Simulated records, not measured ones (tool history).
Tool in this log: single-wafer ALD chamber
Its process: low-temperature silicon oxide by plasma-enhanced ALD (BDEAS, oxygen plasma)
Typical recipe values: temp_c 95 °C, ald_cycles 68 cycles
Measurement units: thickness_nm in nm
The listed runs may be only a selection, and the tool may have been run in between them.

| run | hour | temp_c | ald_cycles | wafers since the last listed run | hours since the last thermocouple change | hours since the gauge calibration | read-back reference wafer on the same gauge, thickness_nm | thickness_nm |
|---|---|---|---|---|---|---|---|---|
| 1 | 0.0 | 100 | 57 | 0 | 1399.8 | 153.7 | 11.383 | 8.087 |
| 2 | 8.8 | 90 | 68 | 27 | 1408.6 | 162.5 | 11.378 | 9.989 |
| 3 | 20.9 | 95 | 68 | 38 | 1420.7 | 174.6 | 11.385 | 9.834 |
| 4 | 29.7 | 95 | 68 | 27 | 1429.5 | 183.4 | 11.384 | 9.832 |
| 5 | 44.3 | 95 | 68 | 46 | 1444.1 | 198.0 | 11.379 | 9.847 |
| 6 | 55.8 | 95 | 68 | 36 | 1455.6 | 209.5 | 11.382 | 9.821 |
| 7 | 62.9 | 95 | 68 | 22 | 1462.7 | 216.6 | 11.380 | 9.838 |
| 8 | 77.1 | 103 | 68 | 45 | 1476.9 | 230.8 | 11.387 | 9.642 |
|  | 91.9 | gauge calibrated |
|  | 100.0 | thermocouple changed; heater temperature recalibrated |
| 9 | 100.5 | 103 | 68 | 48 | 0.5 | 8.6 | 11.385 | 9.587 |
| 10 | 104.1 | 95 | 59 | 11 | 4.1 | 12.2 | 11.375 | 8.552 |
| 11 | 121.9 | 108 | 78 | 56 | 21.9 | 30.0 | 11.382 | 10.879 |
| 12 | 139.4 | 95 | 68 | 55 | 39.4 | 47.5 | 11.383 | 9.847 |
| 13 | 154.2 | 108 | 78 | 46 | 54.2 | 62.3 | 11.378 | 10.920 |
| 14 | 172.0 | 89 | 58 | 56 | 72.0 | 80.1 | 11.381 | 8.551 |
| 15 | 199.2 | 95 | 68 | 86 | 99.2 | 107.3 | 11.381 | 9.878 |
| 16 | 205.5 | 100 | 63 | 19 | 105.5 | 113.6 | 11.379 | 8.945 |
| 17 | 215.7 | 109 | 68 | 32 | 115.7 | 123.8 | 11.381 | 9.541 |
| 18 | 233.3 | 91 | 73 | 55 | 133.3 | 141.4 | 11.384 | 10.736 |

Below are 3 alternative next runs, each starting from the tool's condition after run 18. Predict each:
| A | 233.8 | 95 | 72 | 1 | 133.8 | 141.9 | ? | ? |
| B | 233.8 | 95 | 73 | 1 | 133.8 | 141.9 | ? | ? |
| C | 233.8 | 102 | 68 | 1 | 133.8 | 141.9 | ? | ? |

| run | read-back reference wafer on the same gauge, thickness_nm | thickness_nm |
|---|---|---|
| A | 11.379 | 10.423 |
| B | 11.379 | 10.568 |
| C | 11.379 | 9.634 |
The same runs, with their run-to-run variation unchanged, on a tool lacking any hidden condition would have given:
| run | thickness_nm |
|---|---|
| A | 10.423 |
| B | 10.568 |
| C | 9.634 |
